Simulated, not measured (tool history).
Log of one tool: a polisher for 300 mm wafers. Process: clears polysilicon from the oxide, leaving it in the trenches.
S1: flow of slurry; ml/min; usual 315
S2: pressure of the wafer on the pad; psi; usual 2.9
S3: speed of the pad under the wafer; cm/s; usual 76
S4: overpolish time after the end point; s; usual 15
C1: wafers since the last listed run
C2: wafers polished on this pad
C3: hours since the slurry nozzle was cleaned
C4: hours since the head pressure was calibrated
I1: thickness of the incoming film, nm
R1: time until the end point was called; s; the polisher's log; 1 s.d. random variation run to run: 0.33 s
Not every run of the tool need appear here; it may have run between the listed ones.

Run 1, hour 0: usual settings but S2 3.2 psi, S4 19 s; C1 0; C2 1729; C3 341.3; C4 235.1; I1 413.8. Result: R1 27 s.
At hour 37.4: worn pad replaced by a new one.
Run 2, hour 59.4: usual settings; C1 416; C2 165; C3 400.7; C4 294.5; I1 407. Result: R1 28.9 s.
Run 3, hour 85.3: usual settings; C1 194; C2 360; C3 426.6; C4 320.4; I1 408.2. Result: R1 29.7 s.
Run 4, hour 126.3: usual settings but S1 375 ml/min, S3 56 cm/s; C1 308; C2 668; C3 467.6; C4 361.4; I1 411.6. Result: R1 39.7 s.
Run 5, hour 224.7: usual settings but S1 375 ml/min, S3 56 cm/s; C1 739; C2 1408; C3 566; C4 459.8; I1 416.5. Result: R1 39.9 s.
Run 6, hour 277.7: usual settings but S1 375 ml/min, S3 56 cm/s; C1 398; C2 1806; C3 619; C4 512.8; I1 415.6. Result: R1 40.4 s.
At hour 322.6: worn pad replaced by a new one.
Run 7, hour 324.7: usual settings; C1 323; C2 15; C3 666; C4 559.8; I1 404.9. Result: R1 29.4 s.
Run 8, hour 367: usual settings; C1 318; C2 333; C3 708.3; C4 602.1; I1 412.3. Result: R1 30 s.
Run 9, hour 391.4: usual settings; C1 183; C2 517; C3 732.7; C4 626.5; I1 412.1. Result: R1 29.9 s.
Run 10, hour 426: usual settings but S4 9 s; C1 260; C2 777; C3 767.3; C4 661.1; I1 412.8. Result: R1 29.4 s.
At hour 471.8: slurry nozzle cleaned.
Run 11, hour 631.3: usual settings but S4 9 s; C1 1536; C2 2313; C3 159.5; C4 866.4; I1 411.1. Result: R1 29.2 s.
At hour 650.6: worn pad replaced by a new one.
Run 12, hour 698.6: usual settings; C1 475; C2 360; C3 226.8; C4 933.7; I1 408.5. Result: R1 29.1 s.
Run 13, hour 735.8: usual settings; C1 279; C2 640; C3 264; C4 970.9; I1 409.8. Result: R1 29.2 s.
Run 14, hour 769.9: usual settings but S4 20 s; C1 256; C2 897; C3 298.1; C4 1005; I1 410.5. Result: R1 29.2 s.
Run 15, hour 808.3: usual settings; C1 288; C2 1185; C3 336.5; C4 1043.4; I1 408.9. Result: R1 29.1 s.
At hour 827.8: head pressure recalibrated.
Run 16, hour 874.1: usual settings; C1 479; C2 1665; C3 402.3; C4 46.3; I1 414.5. Result: R1 30.1 s.
At hour 915.2: worn pad replaced by a new one.
Run 17, hour 916.6: usual settings but S1 215 ml/min, S3 92 cm/s, S4 17 s; C1 289; C2 10; C3 444.8; C4 88.8; I1 406.6. Result: R1 24.4 s.
Run 18, hour 970: usual settings but S1 405 ml/min, S3 60 cm/s, S4 23 s; C1 401; C2 411; C3 498.2; C4 142.2; I1 409.4. Result: R1 36.3 s.
Run 19, hour 1039.7: usual settings but S2 3.5 psi, S3 66 cm/s; C1 524; C2 936; C3 567.9; C4 211.9; I1 406.8. Result: R1 28.9 s.
Run 20, hour 1102.5: usual settings but S3 60 cm/s, S4 12 s; C1 472; C2 1408; C3 630.7; C4 274.7; I1 419.2. Result: R1 37.7 s.
Run 21, hour 1148.5: usual settings but S1 230 ml/min; C1 345; C2 1754; C3 676.7; C4 320.7; I1 405.4. Result: R1 30.4 s.
Run 22, hour 1211.8: usual settings but S1 360 ml/min, S3 92 cm/s; C1 475; C2 2229; C3 740; C4 384; I1 410.4. Result: R1 23.9 s.
At hour 1216.7: worn pad replaced by a new one.
Run 23, hour 1263.7: usual settings but S3 86 cm/s; C1 360; C2 353; C3 791.9; C4 435.9; I1 408.9. Result: R1 25.9 s.
Run 24, hour 1305.3: usual settings but S1 280 ml/min, S2 1.9 psi, S3 62 cm/s, S4 19 s; C1 312; C2 666; C3 833.5; C4 477.5; I1 406.1. Result: R1 49.6 s.
At hour 1375.1: slurry nozzle cleaned.
Run 25, hour 1375.6: usual settings; C1 521; C2 1187; C3 0.5; C4 547.8; I1 406.6. Result: R1 28.9 s.
At hour 1482.3: worn pad replaced by a new one.
Run 26, hour 1513.1: usual settings but S3 90 cm/s; C1 1003; C2 231; C3 138; C4 685.3; I1 411.8. Result: R1 24.9 s.
Run 27, hour 1549.1: usual settings but S2 3.2 psi; C1 270; C2 502; C3 174; C4 721.3; I1 409.6. Result: R1 27 s.

The tool's hidden state at each run:
removal rate lost through wear of the pad, %: 0, the same for each run
slurry flow missing at the pad, %: 0, the same for each run
deviation of the head's pressure from its setpoint, %: 0, the same for each run
